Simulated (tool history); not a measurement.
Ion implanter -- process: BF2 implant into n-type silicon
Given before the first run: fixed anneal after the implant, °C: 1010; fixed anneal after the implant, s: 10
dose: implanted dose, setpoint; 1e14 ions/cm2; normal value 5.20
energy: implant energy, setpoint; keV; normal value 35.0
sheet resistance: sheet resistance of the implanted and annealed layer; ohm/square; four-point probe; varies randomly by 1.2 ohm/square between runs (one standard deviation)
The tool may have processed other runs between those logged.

run	day	dose	energy	wafers since the last listed run	hours since the last dose calibration	hours since the extraction supply was calibrated	hours since the gauge calibration	read-back reference wafer on the same gauge, sheet resistance	sheet resistance
1	0.000	5.20	35.0	0	271.1	3404.0	72.1	198.89	234.28
2	4.271	4.40	35.0	3118	373.6	3506.5	174.6	199.19	272.86
# day 10.200: Faraday cup replaced and dose calibrated
3	17.712	5.20	35.0	9572	180.3	3829.1	497.2	199.46	235.95
4	20.033	5.20	35.0	1694	236.0	3884.8	552.9	198.86	238.21
5	22.212	5.20	35.0	1591	288.3	3937.1	605.2	199.09	235.62
6	25.267	5.20	32.5	2230	361.6	4010.4	678.5	199.02	240.89
7	27.471	5.20	28.0	1609	414.5	4063.3	731.4	199.20	246.96
8	30.175	5.20	28.0	1974	479.4	4128.2	796.3	199.03	249.08
9	33.283	5.20	28.0	2269	554.0	4202.8	870.9	198.86	247.76
# day 35.408: Faraday cup replaced and dose calibrated
10	37.708	5.20	35.0	2988	55.2	4309.0	977.1	198.77	233.33
11	39.392	5.20	35.0	1229	95.6	4349.4	1017.5	199.05	234.21
12	42.492	5.20	35.0	2263	170.0	4423.8	1091.9	198.80	235.75
13	46.429	5.20	31.0	2875	264.5	4518.3	1186.4	199.06	240.86
14	50.871	6.43	35.0	3243	371.1	4624.9	1293.0	198.82	201.87
15	54.079	6.43	35.0	2342	448.1	4701.9	1370.0	198.98	205.20
16	58.433	5.20	35.0	3179	552.6	4806.4	1474.5	198.89	239.40
# day 58.904: Faraday cup replaced and dose calibrated
17	60.517	5.20	35.0	1277	38.7	4856.4	1524.5	199.34	229.91
18	62.812	5.20	35.0	1676	93.8	4911.5	1579.6	198.84	231.68
19	66.617	4.22	31.5	2778	185.1	5002.8	1670.9	198.78	284.35
20	70.275	3.92	30.5	2671	272.9	5090.6	1758.7	199.23	305.82
# day 73.921: extraction supply calibrated
21	74.367	5.20	46.5	2744	371.1	10.7	1856.9	198.90	228.81
22	78.471	4.10	24.0	2997	469.6	109.2	1955.4	199.01	304.41
# day 80.029: Faraday cup replaced and dose calibrated
# day 81.867: gauge calibrated
23	82.946	4.73	47.0	3024	70.0	216.6	25.9	199.28	243.09
24	84.617	6.10	38.5	1220	110.1	256.7	66.0	199.15	202.71
25	87.975	5.85	44.0	2452	190.7	337.3	146.6	199.06	207.03
26	91.304	6.31	23.0	2431	270.6	417.2	226.5	199.24	227.18
27	94.217	6.38	29.0	2126	340.5	487.1	296.4	199.27	212.30
28	96.983	3.99	35.0	2020	406.9	553.5	362.8	198.99	298.62
29	100.550	6.41	31.5	2604	492.5	639.1	448.4	199.15	207.49
# day 101.250: Faraday cup replaced and dose calibrated
30	102.292	5.20	35.0	1028	25.0	680.9	490.2	198.89	231.79
31	103.812	5.97	35.0	1110	61.5	717.4	526.7	198.96	208.64
32	107.317	5.20	35.0	2558	145.6	801.5	610.8	198.87	232.15
33	110.092	3.86	42.0	2026	212.2	868.1	677.4	198.99	301.02
34	114.588	4.11	35.0	3283	320.1	976.0	785.3	199.20	291.20
35	118.454	4.03	39.5	2823	412.9	1068.8	878.1	199.20	292.30
36	121.354	5.20	35.0	2117	482.5	1138.4	947.7	199.02	240.68
37	122.958	5.20	28.0	1171	521.0	1176.9	986.2	199.45	248.93

Below, each run's measurement less what the same run would have read without the hidden state. Both values contain the same run-to-run variation, but the gauge's scatter may not be the same in both:
What the log doesn't record here: deviation of the true dose from the Faraday cup's reading, %; deviation of the true energy from its setpoint, %; gauge reads high (%).
run	sheet resistance
1	+6.97
2	+9.88
3	+6.51
4	+7.60
5	+8.24
6	+8.95
7	+8.98
8	+9.40
9	+9.62
10	+2.74
11	+4.17
12	+6.16
13	+7.63
14	+6.68
15	+7.18
16	+10.03
17	+0.89
18	+2.88
19	+6.65
20	+9.14
21	+7.94
22	+10.35
23	+2.96
24	+3.22
25	+5.25
26	+4.74
27	+5.67
28	+11.59
29	+6.53
30	+1.40
31	+2.38
32	+5.43
33	+9.67
34	+11.11
35	+12.36
36	+9.73
37	+9.37

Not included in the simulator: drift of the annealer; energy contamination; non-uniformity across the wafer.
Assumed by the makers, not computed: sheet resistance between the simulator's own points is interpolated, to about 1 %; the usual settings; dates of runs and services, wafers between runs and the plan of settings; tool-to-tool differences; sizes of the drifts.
